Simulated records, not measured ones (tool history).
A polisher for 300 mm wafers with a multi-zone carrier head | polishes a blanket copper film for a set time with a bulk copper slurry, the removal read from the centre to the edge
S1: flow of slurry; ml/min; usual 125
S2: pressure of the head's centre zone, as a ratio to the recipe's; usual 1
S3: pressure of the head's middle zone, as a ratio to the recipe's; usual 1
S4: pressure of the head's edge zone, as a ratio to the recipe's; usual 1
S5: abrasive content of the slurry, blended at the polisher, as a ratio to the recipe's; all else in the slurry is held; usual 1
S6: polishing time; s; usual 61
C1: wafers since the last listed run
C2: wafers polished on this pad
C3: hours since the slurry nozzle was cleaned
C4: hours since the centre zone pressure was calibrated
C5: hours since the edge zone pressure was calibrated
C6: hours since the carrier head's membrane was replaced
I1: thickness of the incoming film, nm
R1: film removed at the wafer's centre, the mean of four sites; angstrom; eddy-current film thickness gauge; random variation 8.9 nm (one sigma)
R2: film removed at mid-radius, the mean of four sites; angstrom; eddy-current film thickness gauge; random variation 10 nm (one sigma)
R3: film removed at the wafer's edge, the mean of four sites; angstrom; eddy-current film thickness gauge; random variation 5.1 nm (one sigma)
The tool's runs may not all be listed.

run    day   S1    S2    S3    S4    S5  S6   C1   C2     C3      C4     C5      C6      I1    R1    R2    R3
  1      0  135     1     1     1     1  61    0  197   82.3  1240.3  586.2  1141.3  3415.6  6484  6163  6428
  2  0.292  135     1     1     1     1  61   85  283   89.3  1247.3  593.2  1148.3  3429.8  6149  6183  6300
  3  0.675  135     1     1     1     1  61  112  395   98.5  1256.5  602.4  1157.5  3384.7  6205  6141  6221
  4  1.242  125     1     1     1     1  61  165  560  112.1  1270.1    616  1171.1  3430.2  5850  5781  6045
  5  1.692  125     1     1     1     1  61  131  692  122.9  1280.9  626.8  1181.9  3414.7  5711  5625  5943
     2.258  -- worn pad replaced by a new one
  6  2.279  125  0.98     1     1     1  61  123    6    137    1295  640.9    1196    3371  6302  6391  6665
     2.396  -- centre zone pressure recalibrated
     2.446  -- edge zone pressure recalibrated
  7  2.467  125     1  0.97     1     1  61   16   22  141.5     1.7    0.5  1200.5  3389.5  6207  6091  6416
     2.954  -- carrier head's membrane replaced by a new one
  8  2.975  125     1  1.06     1  1.25  61   87  110  153.7    13.9   12.7     0.5  3402.4  6103  6414  6520
  9  3.479  125     1  1.12     1     1  73  147  257  165.8      26   24.8    12.6    3435  6985  7434  7259
     4.088  -- slurry nozzle cleaned
 10  4.225  125  1.06     1     1     1  75  205  463    3.3    43.9   42.7    30.5  3409.8  8570  7752  7838
 11  4.721  125     1     1     1     1  61  144  608   15.2    55.8   54.6    42.4  3376.1  6303  6369  6268
     5.512  -- worn pad replaced by a new one
 12  5.533  105     1     1     1     1  61  188    5   34.7    75.3   74.1    61.9  3446.1  6728  6639  6771
 13  5.621  150   0.9  0.94  1.08     1  61   25   31   36.8    77.4   76.2      64  3455.5  6457  6760  7327
 14  6.158  165  1.11  0.97     1  1.25  61  157  188   49.7    90.3   89.1    76.9    3373  8110  6877  7112

The same runs without the tool's hidden state, with the same run-to-run variation:
The hidden state here: removal rate lost through wear of the pad, %; slurry flow missing at the pad, %; deviation of the centre zone's pressure from its setpoint, %; deviation of the edge zone's pressure from its setpoint, %.
run    R1    R2    R3
  1  7577  7122  7258
  2  7338  7293  7251
  3  7564  7393  7296
  4  7334  7143  7245
  5  7246  7028  7194
  6  7203  7188  7249
  7  7255  7004  7132
  8  7463  7712  7568
  9  8789  9192  8657
 10  9733  8798  8883
 11  7315  7373  7218
 12  7099  6961  7005
 13  6815  7102  7624
 14  9034  7620  7792

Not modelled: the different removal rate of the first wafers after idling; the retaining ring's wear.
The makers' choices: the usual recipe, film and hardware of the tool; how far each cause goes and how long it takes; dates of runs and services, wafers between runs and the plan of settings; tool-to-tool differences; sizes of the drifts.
